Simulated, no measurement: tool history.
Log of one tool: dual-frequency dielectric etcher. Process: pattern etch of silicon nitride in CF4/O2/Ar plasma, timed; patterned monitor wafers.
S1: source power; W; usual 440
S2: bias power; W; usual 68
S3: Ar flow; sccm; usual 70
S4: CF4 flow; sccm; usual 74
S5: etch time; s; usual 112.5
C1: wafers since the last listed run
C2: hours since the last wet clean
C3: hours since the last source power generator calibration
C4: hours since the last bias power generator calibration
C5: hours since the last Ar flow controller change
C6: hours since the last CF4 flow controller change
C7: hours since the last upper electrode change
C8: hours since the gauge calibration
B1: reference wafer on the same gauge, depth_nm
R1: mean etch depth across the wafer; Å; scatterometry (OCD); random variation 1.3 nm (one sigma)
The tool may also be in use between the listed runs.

run	day	S1	S2	S3	S4	S5	C1	C2	C3	C4	C5	C6	C7	C8	B1	R1
1	0	440	68	70	74	112.5	0	329.1	2343.4	2945.4	5845.7	4889.6	2054.3	114.5	202.6	2130
# day 1.633: gauge calibrated
2	1.858	440	68	70	74	112.5	601	373.7	2388	2990	5890.3	4934.2	2098.9	5.4	201.8	2156
3	2.238	440	68	70	74	112.5	122	382.8	2397.1	2999.1	5899.4	4943.3	2108	14.5	202.3	2140
4	2.812	440	59	70	74	112.5	186	396.6	2410.9	3012.9	5913.2	4957.1	2121.8	28.3	202.2	2000
# day 4: wet clean of the chamber
5	4.021	440	68	70	83	112.5	67	0.5	2439.9	3041.9	5942.2	4986.1	2150.8	57.3	201.3	2238
6	4.033	440	68	70	83	112.5	4	0.8	2440.2	3042.2	5942.5	4986.4	2151.1	57.6	201.8	2227
7	4.379	440	68	70	74	112.5	111	9.1	2448.5	3050.5	5950.8	4994.7	2159.4	65.9	201.9	2208
# day 5.846: wet clean of the chamber, repeated, since the last time left the tool worse
# day 6.558: bias power generator calibrated
# day 6.858: upper electrode replaced
# day 6.921: source power generator calibrated
8	6.942	440	68	70	74	112.5	334	26.3	0.5	9.2	6012.3	5056.2	2	127.4	201.8	2056
9	6.954	440	78	70	74	112.5	4	26.6	0.8	9.5	6012.6	5056.5	2.3	127.7	202.3	2196
10	6.971	440	68	70	74	112.5	5	27	1.2	9.9	6013	5056.9	2.7	128.1	202.2	2076
11	6.983	540	68	70	74	112.5	4	27.3	1.5	10.2	6013.3	5057.2	3	128.4	201.7	2412
# day 7.583: Ar flow controller replaced
12	7.604	440	68	70	74	112.5	119	42.2	16.4	25.1	0.5	5072.1	17.9	143.3	201.9	2059
13	7.825	440	51	70	74	112.5	71	47.5	21.7	30.4	5.8	5077.4	23.2	148.6	202.2	1799
# day 8.242: CF4 flow controller replaced
14	8.35	440	84	70	58	97	88	60.1	34.3	43	18.4	2.6	35.8	161.2	202.2	1941
# day 8.425: gauge calibrated
15	8.692	440	82	70	74	135	110	68.3	42.5	51.2	26.6	10.8	44	6.4	202	2728
16	9.383	490	55	60	74	98	223	84.9	59.1	67.8	43.2	27.4	60.6	23	201.8	1797
17	9.667	440	83	56	74	112.5	91	91.7	65.9	74.6	50	34.2	67.4	29.8	202.1	2326
18	10.338	360	68	82	74	112.5	217	107.8	82	90.7	66.1	50.3	83.5	45.9	202.3	1802
19	10.742	440	68	70	74	112.5	130	117.5	91.7	100.4	75.8	60	93.2	55.6	201.4	2068
20	12.038	440	77	70	84	112.5	419	148.6	122.8	131.5	106.9	91.1	124.3	86.7	201.9	2241

Measured less the same run without the tool's hidden state. The same run-to-run variation is in both; the gauge's scatter may not be:
The hidden state here: etch rate over this chamber's usual, %; source power that arrives over what is set, %; bias power that arrives over what is set, %; Ar flow that arrives over what is set, %; CF4 flow that arrives over what is set, %; gauge reads high (%).
run	R1
1	+69
2	+79
3	+80
4	+78
5	+136
6	+136
7	+136
8	+3
9	+3
10	+3
11	+3
12	+5
13	+6
14	+9
15	+15
16	+12
17	+18
18	+17
19	+20
20	+29
